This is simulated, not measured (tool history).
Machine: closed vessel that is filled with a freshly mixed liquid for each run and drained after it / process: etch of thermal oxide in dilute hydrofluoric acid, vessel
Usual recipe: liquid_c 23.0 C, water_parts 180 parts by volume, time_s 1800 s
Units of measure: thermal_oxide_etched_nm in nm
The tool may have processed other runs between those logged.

run	hour	liquid_c	water_parts	time_s	read-back film thickness of the thermal oxide reference wafer, read on the same gauge (nm)	thermal_oxide_etched_nm
1	0.0	23.0	120	1800	99.99	62.01
2	41.9	23.0	120	1800	99.99	61.62
# hour 69.7: hydrofluoric acid flow meter replaced
3	88.2	19.5	110	1800	99.99	59.86
4	120.1	19.5	110	1800	99.98	58.91
5	150.5	23.0	180	1800	100.00	38.76
6	222.5	23.0	180	1800	100.00	38.78
7	259.1	23.0	155	1800	100.01	46.19
8	313.1	23.0	220	1800	99.98	30.68
# hour 357.6: thermometer replaced
9	366.5	23.0	220	1800	100.00	30.36
10	420.2	23.0	180	1800	100.00	38.95
11	489.2	23.0	180	1800	100.01	38.55
# hour 521.5: gauge calibrated
12	545.4	25.5	180	1800	100.01	41.95
13	587.5	23.0	95	1110	100.00	49.67
14	637.0	23.0	180	1800	100.01	38.69
# hour 698.8: hydrofluoric acid flow meter replaced
15	706.8	23.0	180	1800	100.00	38.96
16	774.8	23.0	180	1800	100.02	39.15
17	835.7	23.0	180	1800	100.02	38.33
18	906.9	23.0	220	2215	100.01	38.10
19	937.8	27.0	155	1225	99.99	36.18
20	977.8	28.0	180	2425	99.99	63.72
21	1010.6	23.0	220	1800	100.00	30.92
22	1042.2	23.0	180	1800	100.00	38.83
23	1085.0	27.5	110	1800	99.99	81.87
24	1122.5	23.0	180	2765	99.99	59.97
25	1185.3	23.0	180	2425	100.00	52.38
26	1227.6	23.0	210	1800	99.99	32.22
# hour 1295.0: hydrofluoric acid flow meter replaced
27	1298.7	21.0	215	1800	100.01	29.03
28	1362.0	28.0	180	2485	100.00	64.37
29	1431.5	25.5	210	2870	100.01	56.60
30	1485.7	23.0	180	1800	100.01	38.46
31	1658.8	23.0	120	1800	100.00	61.94

The next listed run, before its measurement:
32	1720.0	28.0	110	1800	?	?

read-back film thickness of the thermal oxide reference wafer, read on the same gauge (nm): 100.01
thermal_oxide_etched_nm: 82.54 nm
Without the tool's hidden state the same run would have given thermal_oxide_etched_nm 82.54 nm.

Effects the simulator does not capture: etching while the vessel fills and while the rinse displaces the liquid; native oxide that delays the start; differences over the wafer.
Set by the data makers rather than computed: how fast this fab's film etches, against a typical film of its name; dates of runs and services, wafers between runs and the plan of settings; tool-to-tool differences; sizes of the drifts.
